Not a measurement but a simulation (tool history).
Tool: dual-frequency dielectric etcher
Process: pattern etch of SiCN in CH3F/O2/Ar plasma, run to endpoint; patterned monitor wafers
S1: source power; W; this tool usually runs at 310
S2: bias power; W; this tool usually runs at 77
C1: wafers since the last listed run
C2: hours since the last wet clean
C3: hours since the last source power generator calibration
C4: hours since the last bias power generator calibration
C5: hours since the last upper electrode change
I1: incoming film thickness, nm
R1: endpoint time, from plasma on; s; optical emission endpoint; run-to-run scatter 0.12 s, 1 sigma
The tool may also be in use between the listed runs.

run   hour   S1  S2   C1     C2      C3      C4      C5    I1    R1
  1    0.0  310  90    0  282.1  1740.3  2596.3  3397.3  9.53  26.1
  2   13.3  310  90  130  295.4  1753.6  2609.6  3410.6  9.53  26.3
  3   19.9  310  77   64  302.0  1760.2  2616.2  3417.2  9.56  28.8
  4   37.1  310  77  168  319.2  1777.4  2633.4  3434.4  9.40  28.0
  5   44.1  330  67   68  326.2  1784.4  2640.4  3441.4  9.44  29.8
      58.5  -- bias power generator calibrated
      61.0  -- source power generator calibrated
  6   61.5  330  67  106  343.6     0.5     3.0  3458.8  9.57  30.1
      88.3  -- wet clean of the chamber
     112.2  -- upper electrode replaced
  7  112.7  310  77   32   24.4    51.7    54.2     0.5  9.46  27.2
  8  113.0  310  77    2   24.7    52.0    54.5     0.8  9.50  27.3
  9  113.4  340  95    3   25.1    52.4    54.9     1.2  9.54  23.8
 10  113.7  310  96    2   25.4    52.7    55.2     1.5  9.55  24.4
 11  114.0  260  77    2   25.7    53.0    55.5     1.8  9.55  29.4
 12  118.1  310  77   40   29.8    57.1    59.6     5.9  9.47  27.4
 13  128.2  240  61   98   39.9    67.2    69.7    16.0  9.43  34.2
 14  142.7  310  88  141   54.4    81.7    84.2    30.5  9.42  25.5
 15  157.6  310  60  145   69.3    96.6    99.1    45.4  9.58  31.6

Consider 5 possible next runs. They are alternatives, not a sequence: every one starts from the tool as it was left by run 15. What does each give?
  A  158.0  370  77   3  69.7  97.0  99.5  45.8  9.52   ?
  B  158.0  280  91   3  69.7  97.0  99.5  45.8  9.52   ?
  C  158.0  240  85   3  69.7  97.0  99.5  45.8  9.52   ?
  D  158.0  380  95   3  69.7  97.0  99.5  45.8  9.52   ?
  E  158.0  380  89   3  69.7  97.0  99.5  45.8  9.52   ?

run    R1
  A  25.6
  B  26.1
  C  28.6
  D  22.7
  E  23.5
With no hidden state in the tool, these same runs would have given:
run    R1
  A  25.4
  B  25.9
  C  28.4
  D  22.5
  E  23.3

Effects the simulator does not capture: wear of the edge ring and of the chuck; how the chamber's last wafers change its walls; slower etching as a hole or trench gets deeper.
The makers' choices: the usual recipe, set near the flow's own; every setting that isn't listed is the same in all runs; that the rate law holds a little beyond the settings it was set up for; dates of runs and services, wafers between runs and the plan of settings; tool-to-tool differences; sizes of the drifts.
